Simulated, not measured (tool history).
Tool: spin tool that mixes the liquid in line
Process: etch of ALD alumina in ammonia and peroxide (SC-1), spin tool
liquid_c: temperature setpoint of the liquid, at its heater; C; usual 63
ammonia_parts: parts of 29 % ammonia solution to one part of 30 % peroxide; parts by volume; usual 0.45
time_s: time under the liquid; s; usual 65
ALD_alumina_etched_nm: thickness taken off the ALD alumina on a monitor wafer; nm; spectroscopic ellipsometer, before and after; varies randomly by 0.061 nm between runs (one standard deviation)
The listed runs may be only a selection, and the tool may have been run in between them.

run   hour  liquid_c  ammonia_parts  time_s  wafers since the last listed run  hours since the thermometer was replaced  hours since the ammonia flow meter was replaced  hours since the heated supply line was repaired  hours since the drum of ammonia solution was connected  hours since the gauge calibration  read-back film thickness of the ALD alumina reference wafer, read on the same gauge (nm)  ALD_alumina_etched_nm
  1      0        70           0.45      65                                 0                                    1277.9                                            215.2                                           2287.3                                                   630.4                               65.5                                                                                     50.05                  13.12
  2  119.5        70           0.45      65                              1798                                    1397.4                                            334.7                                           2406.8                                                   749.9                                185                                                                                     49.96                  12.98
  3  154.1        63            0.3      65                               520                                      1432                                            369.3                                           2441.4                                                   784.5                              219.6                                                                                     49.98                      9
  4  183.9        63           0.45      65                               448                                    1461.8                                            399.1                                           2471.2                                                   814.3                              249.4                                                                                     50.03                   9.27
  5  209.8        70           0.45      50                               389                                    1487.7                                              425                                           2497.1                                                   840.2                              275.3                                                                                        50                  10.14
  6  237.4        70           0.45      50                               415                                    1515.3                                            452.6                                           2524.7                                                   867.8                              302.9                                                                                     49.98                  10.02
  7  295.8        63           0.45      55                               878                                    1573.7                                              511                                           2583.1                                                   926.2                              361.3                                                                                     50.01                   7.85
     337.9  -- ammonia flow meter replaced
  8  344.8      67.5            0.3      65                               722                                    1622.7                                              6.9                                           2632.1                                                   975.2                              410.3                                                                                     49.98                  11.25
     358.1  -- heated supply line repaired
  9  400.4      67.5            0.3      65                               821                                    1678.3                                             62.5                                             42.3                                                  1030.8                              465.9                                                                                     49.98                  11.22
 10  431.4        63           0.45      80                               466                                    1709.3                                             93.5                                             73.3                                                  1061.8                              496.9                                                                                     49.97                  11.51
 11  456.8        63           0.45      65                               382                                    1734.7                                            118.9                                             98.7                                                  1087.2                              522.3                                                                                     49.97                   9.28
 12  504.2        56            0.6      65                               713                                    1782.1                                            166.3                                            146.1                                                  1134.6                              569.7                                                                                        50                   6.65
     505.7  -- thermometer replaced
 13  551.2        56            0.6      65                               692                                      45.5                                            213.3                                            193.1                                                  1181.6                              616.7                                                                                     49.99                   6.61
     586.6  -- new drum of ammonia solution connected
 14  603.9        69           0.35      65                               777                                      98.2                                              266                                            245.8                                                    17.3                              669.4                                                                                     50.01                  12.12
     650.5  -- gauge calibrated
 15  661.7        60           0.45      40                               869                                       156                                            323.8                                            303.6                                                    75.1                               11.2                                                                                     50.06                   4.91
 16  694.3      69.5            0.6      35                               490                                     188.6                                            356.4                                            336.2                                                   107.7                               43.8                                                                                     50.03                    7.1
 17    723        63           0.45      95                               431                                     217.3                                            385.1                                            364.9                                                   136.4                               72.5                                                                                     49.98                  13.62
 18  752.4      57.5           0.45     100                               442                                     246.7                                            414.5                                            394.3                                                   165.8                              101.9                                                                                        50                  10.87
 19  778.1        63           0.55      65                               386                                     272.4                                            440.2                                              420                                                   191.5                              127.6                                                                                     49.99                   9.45
     846.6  -- ammonia flow meter replaced
 20  849.9      68.5            0.6      95                              1065                                     344.2                                              3.3                                            491.8                                                   263.3                              199.4                                                                                     49.98                  18.27
 21  897.3        63           0.45      65                               713                                     391.6                                             50.7                                            539.2                                                   310.7                              246.8                                                                                     50.02                   9.35
 22  941.3        63           0.45      40                               662                                     435.6                                             94.7                                            583.2                                                   354.7                              290.8                                                                                     50.01                   5.74

Exercise: give the hidden state of the tool at every run:
liquid hotter than its thermometer reads (K): 0 in every run
ammonia flow below the setpoint (%): 0 in every run
temperature lost on the way to the wafer (K): 0 in every run
ammonia solution weaker than its label (%): 0 in every run
gauge reads high (%): 0 in every run

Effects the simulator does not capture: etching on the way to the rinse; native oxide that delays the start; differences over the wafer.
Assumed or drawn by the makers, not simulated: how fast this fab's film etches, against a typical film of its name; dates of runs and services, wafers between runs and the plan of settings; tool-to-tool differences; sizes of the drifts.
